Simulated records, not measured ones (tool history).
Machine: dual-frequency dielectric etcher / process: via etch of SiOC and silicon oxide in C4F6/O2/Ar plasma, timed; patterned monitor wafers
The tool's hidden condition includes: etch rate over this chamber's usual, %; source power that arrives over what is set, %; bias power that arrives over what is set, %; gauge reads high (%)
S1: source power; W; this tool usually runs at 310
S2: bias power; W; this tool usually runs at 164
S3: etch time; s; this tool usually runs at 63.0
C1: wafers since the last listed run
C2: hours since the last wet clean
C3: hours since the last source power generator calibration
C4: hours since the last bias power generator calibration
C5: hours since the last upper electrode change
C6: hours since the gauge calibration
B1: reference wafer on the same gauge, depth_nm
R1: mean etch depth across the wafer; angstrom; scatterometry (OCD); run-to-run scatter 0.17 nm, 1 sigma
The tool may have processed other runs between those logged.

run	hour	S1	S2	S3	C1	C2	C3	C4	C5	C6	B1	R1
1	0.0	310	164	63.0	0	145.9	2007.1	3415.8	2802.8	100.7	62.1	611
2	31.1	310	164	63.0	449	177.0	2038.2	3446.9	2833.9	131.8	62.1	615
3	45.5	310	164	63.0	208	191.4	2052.6	3461.3	2848.3	146.2	62.1	613
4	71.4	310	164	63.0	374	217.3	2078.5	3487.2	2874.2	172.1	62.1	614
5	107.0	310	164	63.0	514	252.9	2114.1	3522.8	2909.8	207.7	62.1	611
# hour 127.2: source power generator calibrated
6	137.8	310	164	63.0	387	283.7	10.6	3553.6	2940.6	238.5	62.1	604
7	159.0	260	164	63.0	306	304.9	31.8	3574.8	2961.8	259.7	62.1	557
8	182.2	370	149	46.5	335	328.1	55.0	3598.0	2985.0	282.9	62.1	461
9	217.3	240	164	78.0	507	363.2	90.1	3633.1	3020.1	318.0	62.1	667
10	236.0	350	138	52.0	270	381.9	108.8	3651.8	3038.8	336.7	62.1	485
11	266.1	310	164	63.0	434	412.0	138.9	3681.9	3068.9	366.8	62.1	605
# hour 301.2: bias power generator calibrated
12	301.7	310	164	63.0	456	447.6	174.5	0.5	3104.5	402.4	62.1	604
13	315.0	340	186	80.5	192	460.9	187.8	13.8	3117.8	415.7	62.1	852
# hour 360.1: wet clean of the chamber
14	360.6	310	164	46.0	312	0.5	233.4	59.4	3163.4	461.3	62.1	442
15	373.0	380	132	63.0	179	12.9	245.8	71.8	3175.8	473.7	62.1	593
16	396.5	310	164	63.0	339	36.4	269.3	95.3	3199.3	497.2	62.1	604
# hour 408.3: source power generator calibrated, repeated, since the last time left the tool worse
17	425.7	310	164	63.0	364	65.6	17.4	124.5	3228.5	526.4	62.1	623
18	441.4	340	181	53.5	226	81.3	33.1	140.2	3244.2	542.1	62.1	575
# hour 487.5: upper electrode replaced
19	488.0	360	164	63.0	326	127.9	79.7	186.8	0.5	588.7	62.1	666
20	513.2	310	132	63.0	364	153.1	104.9	212.0	25.7	613.9	62.1	560
21	540.3	310	164	63.0	391	180.2	132.0	239.1	52.8	641.0	62.1	622
22	557.2	310	164	63.0	244	197.1	148.9	256.0	69.7	657.9	62.1	625

Run 23 has not been measured yet. What should we expect?
23	587.6	230	127	68.5	439	227.5	179.3	286.4	100.1	688.3	?	?

Run 23 produced B1 62.1, R1 516 angstrom.
With the hidden condition absent and the run-to-run variation left alone, this run would have shown R1 516 angstrom.
